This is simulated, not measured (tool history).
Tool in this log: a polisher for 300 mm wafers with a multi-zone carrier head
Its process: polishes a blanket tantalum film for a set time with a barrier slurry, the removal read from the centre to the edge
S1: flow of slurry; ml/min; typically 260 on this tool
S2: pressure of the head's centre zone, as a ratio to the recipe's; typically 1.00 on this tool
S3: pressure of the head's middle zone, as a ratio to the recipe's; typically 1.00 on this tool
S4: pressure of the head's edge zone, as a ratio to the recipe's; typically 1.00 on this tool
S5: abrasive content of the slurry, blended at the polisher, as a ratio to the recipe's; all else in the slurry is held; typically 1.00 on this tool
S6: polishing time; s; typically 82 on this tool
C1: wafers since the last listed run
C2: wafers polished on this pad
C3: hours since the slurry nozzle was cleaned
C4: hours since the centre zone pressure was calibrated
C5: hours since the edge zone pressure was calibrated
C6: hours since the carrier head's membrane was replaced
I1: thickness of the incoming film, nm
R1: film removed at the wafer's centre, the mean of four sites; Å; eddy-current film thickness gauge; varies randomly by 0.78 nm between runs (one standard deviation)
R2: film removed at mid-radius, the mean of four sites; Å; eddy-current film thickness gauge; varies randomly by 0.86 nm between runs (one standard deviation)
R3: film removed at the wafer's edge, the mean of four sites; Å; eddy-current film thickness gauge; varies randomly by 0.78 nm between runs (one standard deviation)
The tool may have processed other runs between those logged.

{"run": 1, "hour": 0.0, "S1": 260, "S2": 1.0, "S3": 1.0, "S4": 1.0, "S5": 1.0, "S6": 82, "C1": 0, "C2": 4, "C3": 382.9, "C4": 129.0, "C5": 237.7, "C6": 113.7, "I1": 339.4, "R1": 656, "R2": 663, "R3": 655}
{"run": 2, "hour": 3.7, "S1": 260, "S2": 1.11, "S3": 1.0, "S4": 0.93, "S5": 1.15, "S6": 99, "C1": 31, "C2": 35, "C3": 386.6, "C4": 132.7, "C5": 241.4, "C6": 117.4, "I1": 332.8, "R1": 937, "R2": 828, "R3": 811}
{"run": 3, "hour": 14.6, "S1": 260, "S2": 1.0, "S3": 1.0, "S4": 0.89, "S5": 1.0, "S6": 82, "C1": 92, "C2": 127, "C3": 397.5, "C4": 143.6, "C5": 252.3, "C6": 128.3, "I1": 334.7, "R1": 660, "R2": 660, "R3": 633}
{"run": 4, "hour": 22.3, "S1": 200, "S2": 0.91, "S3": 1.0, "S4": 1.0, "S5": 1.0, "S6": 82, "C1": 65, "C2": 193, "C3": 405.2, "C4": 151.3, "C5": 260.0, "C6": 136.0, "I1": 339.0, "R1": 586, "R2": 630, "R3": 633}
{"run": 5, "hour": 38.9, "S1": 260, "S2": 1.0, "S3": 1.08, "S4": 1.0, "S5": 1.25, "S6": 82, "C1": 140, "C2": 333, "C3": 421.8, "C4": 167.9, "C5": 276.6, "C6": 152.6, "I1": 337.7, "R1": 708, "R2": 746, "R3": 695}
{"hour": 45.2, "done": "edge zone pressure recalibrated"}
{"run": 6, "hour": 55.8, "S1": 260, "S2": 0.89, "S3": 1.0, "S4": 1.0, "S5": 1.0, "S6": 90, "C1": 126, "C2": 459, "C3": 438.7, "C4": 184.8, "C5": 10.6, "C6": 169.5, "I1": 345.0, "R1": 646, "R2": 738, "R3": 708}
{"run": 7, "hour": 63.8, "S1": 310, "S2": 1.0, "S3": 1.0, "S4": 1.0, "S5": 1.0, "S6": 82, "C1": 67, "C2": 527, "C3": 446.7, "C4": 192.8, "C5": 18.6, "C6": 177.5, "I1": 343.7, "R1": 667, "R2": 669, "R3": 667}
{"run": 8, "hour": 71.8, "S1": 260, "S2": 1.0, "S3": 1.0, "S4": 1.0, "S5": 1.0, "S6": 82, "C1": 67, "C2": 595, "C3": 454.7, "C4": 200.8, "C5": 26.6, "C6": 185.5, "I1": 340.6, "R1": 646, "R2": 648, "R3": 644}
{"run": 9, "hour": 79.1, "S1": 260, "S2": 1.09, "S3": 1.0, "S4": 1.0, "S5": 1.0, "S6": 111, "C1": 61, "C2": 656, "C3": 462.0, "C4": 208.1, "C5": 33.9, "C6": 192.8, "I1": 332.6, "R1": 927, "R2": 867, "R3": 875}
{"run": 10, "hour": 93.8, "S1": 260, "S2": 1.0, "S3": 1.0, "S4": 1.0, "S5": 1.0, "S6": 82, "C1": 124, "C2": 781, "C3": 476.7, "C4": 222.8, "C5": 48.6, "C6": 207.5, "I1": 340.8, "R1": 633, "R2": 636, "R3": 632}
{"hour": 101.0, "done": "slurry nozzle cleaned"}
{"run": 11, "hour": 102.1, "S1": 260, "S2": 1.0, "S3": 1.0, "S4": 1.0, "S5": 0.9, "S6": 82, "C1": 61, "C2": 843, "C3": 1.1, "C4": 231.1, "C5": 56.9, "C6": 215.8, "I1": 341.2, "R1": 608, "R2": 603, "R3": 615}
{"run": 12, "hour": 113.8, "S1": 260, "S2": 1.0, "S3": 1.03, "S4": 1.0, "S5": 1.0, "S6": 82, "C1": 99, "C2": 942, "C3": 12.8, "C4": 242.8, "C5": 68.6, "C6": 227.5, "I1": 344.8, "R1": 610, "R2": 661, "R3": 611}
{"run": 13, "hour": 123.4, "S1": 200, "S2": 1.0, "S3": 1.07, "S4": 1.0, "S5": 1.2, "S6": 82, "C1": 81, "C2": 1023, "C3": 22.4, "C4": 252.4, "C5": 78.2, "C6": 237.1, "I1": 333.1, "R1": 621, "R2": 654, "R3": 627}
{"run": 14, "hour": 129.6, "S1": 205, "S2": 0.89, "S3": 1.0, "S4": 1.0, "S5": 1.0, "S6": 82, "C1": 52, "C2": 1075, "C3": 28.6, "C4": 258.6, "C5": 84.4, "C6": 243.3, "I1": 342.7, "R1": 526, "R2": 592, "R3": 591}
{"hour": 143.8, "done": "worn pad replaced by a new one"}
{"run": 15, "hour": 146.6, "S1": 215, "S2": 1.0, "S3": 1.1, "S4": 1.0, "S5": 0.75, "S6": 82, "C1": 110, "C2": 24, "C3": 45.6, "C4": 275.6, "C5": 101.4, "C6": 260.3, "I1": 338.9, "R1": 567, "R2": 624, "R3": 563}
{"run": 16, "hour": 161.7, "S1": 260, "S2": 1.0, "S3": 1.0, "S4": 1.0, "S5": 1.0, "S6": 82, "C1": 127, "C2": 151, "C3": 60.7, "C4": 290.7, "C5": 116.5, "C6": 275.4, "I1": 343.8, "R1": 639, "R2": 656, "R3": 638}
{"run": 17, "hour": 170.2, "S1": 260, "S2": 1.0, "S3": 1.0, "S4": 0.92, "S5": 1.0, "S6": 82, "C1": 71, "C2": 223, "C3": 69.2, "C4": 299.2, "C5": 125.0, "C6": 283.9, "I1": 339.6, "R1": 643, "R2": 643, "R3": 632}
{"run": 18, "hour": 177.2, "S1": 260, "S2": 1.0, "S3": 1.07, "S4": 1.0, "S5": 1.0, "S6": 82, "C1": 59, "C2": 283, "C3": 76.2, "C4": 306.2, "C5": 132.0, "C6": 290.9, "I1": 336.5, "R1": 663, "R2": 687, "R3": 638}
{"run": 19, "hour": 185.4, "S1": 260, "S2": 1.0, "S3": 0.89, "S4": 1.0, "S5": 1.0, "S6": 82, "C1": 69, "C2": 352, "C3": 84.4, "C4": 314.4, "C5": 140.2, "C6": 299.1, "I1": 340.0, "R1": 643, "R2": 592, "R3": 639}
{"run": 20, "hour": 201.2, "S1": 260, "S2": 1.0, "S3": 1.0, "S4": 1.0, "S5": 1.0, "S6": 82, "C1": 133, "C2": 486, "C3": 100.2, "C4": 330.2, "C5": 156.0, "C6": 314.9, "I1": 338.8, "R1": 647, "R2": 640, "R3": 637}
{"run": 21, "hour": 228.0, "S1": 260, "S2": 1.0, "S3": 1.0, "S4": 1.0, "S5": 1.0, "S6": 110, "C1": 226, "C2": 713, "C3": 127.0, "C4": 357.0, "C5": 182.8, "C6": 341.7, "I1": 342.4, "R1": 835, "R2": 857, "R3": 820}
{"run": 22, "hour": 234.7, "S1": 260, "S2": 1.0, "S3": 1.0, "S4": 1.0, "S5": 1.0, "S6": 82, "C1": 56, "C2": 769, "C3": 133.7, "C4": 363.7, "C5": 189.5, "C6": 348.4, "I1": 337.8, "R1": 628, "R2": 627, "R3": 628}

Each row is a separate what-if for the run after 22, all from the same tool condition, not one after another. Results?
{"run": "A", "hour": 235.1, "S1": 260, "S2": 1.0, "S3": 0.94, "S4": 1.0, "S5": 1.0, "S6": 82, "C1": 3, "C2": 773, "C3": 134.1, "C4": 364.1, "C5": 189.9, "C6": 348.8, "I1": 345.0, "R1": "?", "R2": "?", "R3": "?"}
{"run": "B", "hour": 235.1, "S1": 260, "S2": 1.0, "S3": 1.12, "S4": 1.0, "S5": 1.0, "S6": 82, "C1": 3, "C2": 773, "C3": 134.1, "C4": 364.1, "C5": 189.9, "C6": 348.8, "I1": 345.0, "R1": "?", "R2": "?", "R3": "?"}
{"run": "C", "hour": 235.1, "S1": 260, "S2": 1.0, "S3": 1.0, "S4": 1.0, "S5": 1.25, "S6": 82, "C1": 3, "C2": 773, "C3": 134.1, "C4": 364.1, "C5": 189.9, "C6": 348.8, "I1": 345.0, "R1": "?", "R2": "?", "R3": "?"}
{"run": "D", "hour": 235.1, "S1": 260, "S2": 0.91, "S3": 1.0, "S4": 1.0, "S5": 0.8, "S6": 82, "C1": 3, "C2": 773, "C3": 134.1, "C4": 364.1, "C5": 189.9, "C6": 348.8, "I1": 345.0, "R1": "?", "R2": "?", "R3": "?"}

run=A R1=609 R2=598 R3=632
run=B R1=609 R2=694 R3=630
run=C R1=651 R2=673 R3=675
run=D R1=510 R2=580 R3=581
Without the tool's unlogged condition, the same runs would have read:
run=A R1=650 R2=639 R3=675
run=B R1=651 R2=741 R3=673
run=C R1=695 R2=719 R3=721
run=D R1=544 R2=620 R3=621
